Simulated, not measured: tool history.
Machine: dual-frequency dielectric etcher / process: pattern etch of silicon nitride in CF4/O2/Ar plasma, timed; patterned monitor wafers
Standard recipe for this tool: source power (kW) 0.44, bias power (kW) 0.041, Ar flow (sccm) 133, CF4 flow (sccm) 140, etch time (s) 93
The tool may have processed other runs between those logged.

run	hour	source power (kW)	bias power (kW)	Ar flow (sccm)	CF4 flow (sccm)	etch time (s)	read-back reference wafer on the same gauge, depth_nm	mean etch depth across the wafer (nm)
1	0	0.44	0.041	133	140	93	182	160.5
2	34.5	0.44	0.041	133	140	93	182	161.2
# hour 42.4: CF4 flow controller replaced
3	51.3	0.44	0.041	133	140	106.5	182.1	184.1
4	85.2	0.44	0.041	133	140	93	182	161.2
5	105.5	0.44	0.044	133	140	112	182	197.2
# hour 164.4: wet clean of the chamber
6	164.9	0.48	0.041	125	140	67	182	125.4
7	165.2	0.44	0.041	133	140	93	182	161.5
# hour 180.6: gauge calibrated
8	190.2	0.44	0.041	160	123	109.5	182.1	179.8
# hour 250.4: bias power generator calibrated
9	267.9	0.5	0.044	155	160	93	182	182
# hour 288.1: source power generator calibrated
10	360.2	0.44	0.038	108	140	93	182	157.2
11	375.1	0.52	0.036	133	140	70	182.1	128.5
12	401.3	0.44	0.033	103	140	71	182.1	116.2
13	425.3	0.5	0.044	155	160	93	182.1	175.2
14	455.2	0.44	0.051	133	110	93	182	161
15	478.8	0.44	0.041	133	140	93	182	155.8
16	492.6	0.41	0.041	133	140	114.5	182	181.6
17	513	0.44	0.033	133	140	93	182	145.5
18	530.9	0.37	0.041	119	159	93	182	140.5
19	565.1	0.44	0.041	133	140	85.5	182	143.5
20	588.1	0.44	0.032	133	140	93	182.1	144.3
21	603.6	0.44	0.041	133	173	93	181.9	160.7

Below are 4 alternative next runs, each starting from the tool's condition after run 21. Predict each:
A	604	0.44	0.041	162	140	93	?	?
B	604	0.44	0.038	120	140	115	?	?
C	604	0.44	0.041	163	140	93	?	?
D	604	0.39	0.041	133	140	93	?	?

run	read-back reference wafer on the same gauge, depth_nm	mean etch depth across the wafer (nm)
A	182.1	151.2
B	182.1	191.6
C	182.1	151
D	182.1	141.9
Without the tool's unlogged condition, the same runs would have read:
run	mean etch depth across the wafer (nm)
A	150.5
B	190.7
C	150.3
D	141.2
